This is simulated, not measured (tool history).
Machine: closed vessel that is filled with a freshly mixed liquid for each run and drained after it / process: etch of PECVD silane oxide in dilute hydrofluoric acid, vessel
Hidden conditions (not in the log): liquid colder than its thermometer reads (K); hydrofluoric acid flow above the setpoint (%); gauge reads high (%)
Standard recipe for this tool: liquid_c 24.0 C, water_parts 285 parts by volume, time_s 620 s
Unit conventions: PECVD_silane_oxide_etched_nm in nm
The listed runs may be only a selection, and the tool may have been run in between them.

run,hour,liquid_c,water_parts,time_s,wafers since the last listed run,hours since the thermometer was replaced,hours since the hydrofluoric acid flow meter was replaced,hours since the gauge calibration,"read-back film thickness of the PECVD silane oxide reference wafer, read on the same gauge (nm)",PECVD_silane_oxide_etched_nm
1,0.0,24.0,285,620,0,533.7,573.6,1917.0,90.01,46.87
2,92.6,24.0,285,620,6815,626.3,666.2,2009.6,89.94,46.89
# hour 99.9: hydrofluoric acid flow meter replaced
3,133.6,24.0,285,620,2944,667.3,33.7,2050.6,89.99,46.38
4,190.7,24.0,285,620,4202,724.4,90.8,2107.7,89.99,46.39
# hour 227.3: gauge calibrated
5,243.2,24.0,285,620,3864,776.9,143.3,15.9,90.02,46.50
6,319.2,24.0,285,620,5594,852.9,219.3,91.9,90.01,46.56
7,403.3,24.0,285,400,6190,937.0,303.4,176.0,89.96,30.06
8,472.1,24.0,285,400,5064,1005.8,372.2,244.8,89.97,30.01
# hour 640.1: thermometer replaced
9,678.9,28.5,285,620,15148,38.8,579.0,451.6,90.01,54.63
# hour 711.9: hydrofluoric acid flow meter replaced
10,725.0,28.0,235,845,3319,84.9,13.1,497.7,90.01,92.50
11,771.1,24.0,285,505,3393,131.0,59.2,543.8,90.06,37.94
12,878.2,26.5,340,365,7883,238.1,166.3,650.9,90.03,23.64
13,915.4,24.0,285,620,2738,275.3,203.5,688.1,89.99,46.53
14,1011.7,20.0,325,620,7088,371.6,299.8,784.4,89.99,34.18
15,1075.3,28.0,285,955,4681,435.2,363.4,848.0,89.97,82.33
16,1149.3,20.5,335,460,5446,509.2,437.4,922.0,89.97,24.92
17,1225.2,26.5,285,410,5586,585.1,513.3,997.9,90.01,33.68
18,1293.0,19.0,350,620,4990,652.9,581.1,1065.7,90.03,30.02
# hour 1305.8: hydrofluoric acid flow meter replaced
19,1400.7,27.0,285,620,7853,760.6,94.9,1173.4,89.99,51.40
20,1483.5,24.0,285,300,6094,843.4,177.7,1256.2,90.06,22.42
21,1567.0,24.0,285,620,6146,926.9,261.2,1339.7,90.01,46.44
22,1666.6,26.0,285,725,7331,1026.5,360.8,1439.3,90.01,58.25
23,1735.0,24.0,285,620,5034,1094.9,429.2,1507.7,89.95,46.96
24,1796.0,24.0,180,620,4489,1155.9,490.2,1568.7,90.00,82.58
25,1836.4,28.0,285,620,2973,1196.3,530.6,1609.1,90.05,53.36
26,1921.9,22.5,380,315,6293,1281.8,616.1,1694.6,90.06,15.58
# hour 1967.6: thermometer replaced
27,2008.6,24.0,170,620,6308,41.0,702.8,1781.3,89.98,88.30
# hour 2081.0: hydrofluoric acid flow meter replaced
28,2087.2,21.0,230,620,5711,119.6,6.2,1859.9,90.00,54.40
29,2136.9,29.0,220,930,3658,169.3,55.9,1909.6,90.01,115.07
30,2180.7,26.5,285,885,3223,213.1,99.7,1953.4,89.99,72.17
# hour 2189.5: gauge calibrated
31,2283.4,24.0,285,620,7559,315.8,202.4,93.9,90.00,46.43
32,2365.3,24.0,245,620,6028,397.7,284.3,175.8,89.93,56.04

Below, some changes in PECVD_silane_oxide_etched_nm between adjacent runs. For each, the amount present without the hidden state too (settings, incoming material, random variation) and the amount remaining for the hidden state with gauge scatter not shared by both compared results:
Run 9 -> 10: liquid_c 28.5 -> 28.0, water_parts 285 -> 235, time_s 620 -> 845, hydrofluoric acid flow meter replaced. PECVD_silane_oxide_etched_nm +37.87 nm: hidden state -0.63, all else +38.50.
Run 15 -> 16: liquid_c 28.0 -> 20.5, water_parts 285 -> 335, time_s 955 -> 460. PECVD_silane_oxide_etched_nm -57.41 nm: hidden state -0.50, all else -56.91.
Run 26 -> 27: liquid_c 22.5 -> 24.0, water_parts 380 -> 170, time_s 315 -> 620, thermometer replaced. PECVD_silane_oxide_etched_nm +72.72 nm: hidden state +0.99, all else +71.73.
Run 27 -> 28: liquid_c 24.0 -> 21.0, water_parts 170 -> 230, hydrofluoric acid flow meter replaced. PECVD_silane_oxide_etched_nm -33.90 nm: hidden state -1.13, all else -32.77.
Run 28 -> 29: liquid_c 21.0 -> 29.0, water_parts 230 -> 220, time_s 620 -> 930. PECVD_silane_oxide_etched_nm +60.67 nm: hidden state +0.19, all else +60.48.

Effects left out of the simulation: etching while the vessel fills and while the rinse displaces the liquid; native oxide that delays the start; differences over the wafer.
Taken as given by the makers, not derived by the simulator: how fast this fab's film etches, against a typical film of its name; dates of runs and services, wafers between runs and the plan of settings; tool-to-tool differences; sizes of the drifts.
